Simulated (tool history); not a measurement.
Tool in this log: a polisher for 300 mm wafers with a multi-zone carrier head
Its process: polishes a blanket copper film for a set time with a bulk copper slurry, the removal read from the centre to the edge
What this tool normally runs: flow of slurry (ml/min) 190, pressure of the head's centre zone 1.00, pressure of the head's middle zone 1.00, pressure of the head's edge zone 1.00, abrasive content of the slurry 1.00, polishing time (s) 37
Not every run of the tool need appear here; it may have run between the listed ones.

| run | day | flow of slurry (ml/min) | pressure of the head's centre zone | pressure of the head's middle zone | pressure of the head's edge zone | abrasive content of the slurry | polishing time (s) | incoming thickness of the incoming film, nm | film removed at the wafer's centre (nm) | film removed at mid-radius (nm) | film removed at the wafer's edge (nm) |
|---|---|---|---|---|---|---|---|---|---|---|---|
| 1 | 0.000 | 190 | 1.00 | 1.04 | 1.00 | 1.00 | 37 | 1849.0 | 313.9 | 305.2 | 289.7 |
| 2 | 1.025 | 190 | 1.00 | 1.04 | 1.00 | 1.00 | 37 | 1886.3 | 305.4 | 295.8 | 287.9 |
|  | 1.283 | worn pad replaced by a new one |
| 3 | 1.804 | 190 | 1.00 | 1.00 | 1.00 | 1.00 | 45 | 1877.5 | 376.2 | 360.7 | 348.2 |
| 4 | 3.092 | 190 | 1.00 | 1.00 | 1.00 | 1.00 | 37 | 1878.7 | 315.6 | 289.9 | 288.7 |
| 5 | 4.054 | 190 | 1.00 | 1.00 | 1.00 | 1.00 | 37 | 1837.9 | 309.6 | 295.9 | 290.5 |
| 6 | 4.967 | 190 | 1.00 | 1.00 | 1.00 | 1.00 | 37 | 1901.7 | 313.8 | 300.5 | 286.4 |
|  | 5.888 | worn pad replaced by a new one |
| 7 | 6.171 | 190 | 1.00 | 1.00 | 1.00 | 1.00 | 37 | 1885.9 | 308.8 | 287.6 | 288.4 |
| 8 | 7.000 | 190 | 1.00 | 1.00 | 1.00 | 1.00 | 37 | 1828.6 | 317.9 | 290.9 | 287.4 |
| 9 | 8.425 | 190 | 1.00 | 1.00 | 1.00 | 1.00 | 37 | 1901.2 | 318.9 | 288.5 | 290.7 |
|  | 9.133 | edge zone pressure recalibrated |
| 10 | 9.246 | 190 | 1.00 | 1.00 | 1.00 | 1.00 | 37 | 1856.5 | 311.2 | 286.8 | 288.9 |
|  | 9.879 | worn pad replaced by a new one |
| 11 | 10.304 | 190 | 1.04 | 1.00 | 1.00 | 1.00 | 31 | 1893.2 | 278.6 | 236.8 | 239.6 |
| 12 | 11.279 | 190 | 0.90 | 1.00 | 0.90 | 1.00 | 27 | 1889.2 | 205.9 | 213.3 | 200.7 |
| 13 | 11.925 | 190 | 1.00 | 1.09 | 0.95 | 0.85 | 37 | 1830.5 | 313.1 | 294.1 | 273.4 |
|  | 12.108 | slurry nozzle cleaned |
| 14 | 13.154 | 190 | 0.91 | 0.88 | 0.92 | 1.00 | 37 | 1868.8 | 316.7 | 291.0 | 292.0 |
|  | 13.646 | worn pad replaced by a new one |
|  | 13.917 | carrier head's membrane replaced by a new one |
|  | 14.254 | centre zone pressure recalibrated |
| 15 | 14.367 | 190 | 1.00 | 0.94 | 0.95 | 1.00 | 48 | 1900.8 | 404.7 | 388.6 | 386.3 |
| 16 | 15.483 | 240 | 1.00 | 1.00 | 0.94 | 0.85 | 28 | 1836.7 | 227.9 | 229.0 | 219.3 |
| 17 | 16.242 | 250 | 1.00 | 1.00 | 1.09 | 1.00 | 42 | 1854.0 | 362.5 | 362.3 | 371.9 |
| 18 | 17.571 | 190 | 1.00 | 1.00 | 1.03 | 1.20 | 37 | 1888.6 | 307.1 | 322.3 | 311.5 |
|  | 18.067 | worn pad replaced by a new one |
| 19 | 18.550 | 190 | 1.00 | 1.00 | 1.00 | 1.00 | 37 | 1884.3 | 299.9 | 307.5 | 300.6 |
| 20 | 19.958 | 190 | 1.00 | 1.00 | 1.00 | 1.00 | 37 | 1855.6 | 305.0 | 297.1 | 300.8 |
| 21 | 20.488 | 190 | 1.00 | 1.07 | 1.00 | 1.00 | 32 | 1893.5 | 259.1 | 273.9 | 260.8 |

Here are 4 independent what-if runs from the current tool condition. What would each one return?
| A | 20.504 | 140 | 1.00 | 1.00 | 1.00 | 1.00 | 37 | 1833.0 | ? | ? | ? |
| B | 20.504 | 150 | 1.04 | 0.94 | 1.00 | 1.10 | 37 | 1833.0 | ? | ? | ? |
| C | 20.504 | 190 | 1.00 | 0.96 | 0.96 | 1.00 | 37 | 1833.0 | ? | ? | ? |
| D | 20.504 | 190 | 0.95 | 1.00 | 1.00 | 1.00 | 37 | 1833.0 | ? | ? | ? |

| run | film removed at the wafer's centre (nm) | film removed at mid-radius (nm) | film removed at the wafer's edge (nm) |
|---|---|---|---|
| A | 282.7 | 282.2 | 290.6 |
| B | 303.7 | 281.2 | 298.9 |
| C | 299.1 | 290.0 | 295.5 |
| D | 284.1 | 296.8 | 301.1 |
The same runs, with their run-to-run variation unchanged, on a tool lacking any hidden condition would have given:
| run | film removed at the wafer's centre (nm) | film removed at mid-radius (nm) | film removed at the wafer's edge (nm) |
|---|---|---|---|
| A | 298.5 | 296.4 | 300.9 |
| B | 319.8 | 294.6 | 309.0 |
| C | 312.2 | 301.6 | 304.1 |
| D | 296.5 | 308.6 | 309.9 |
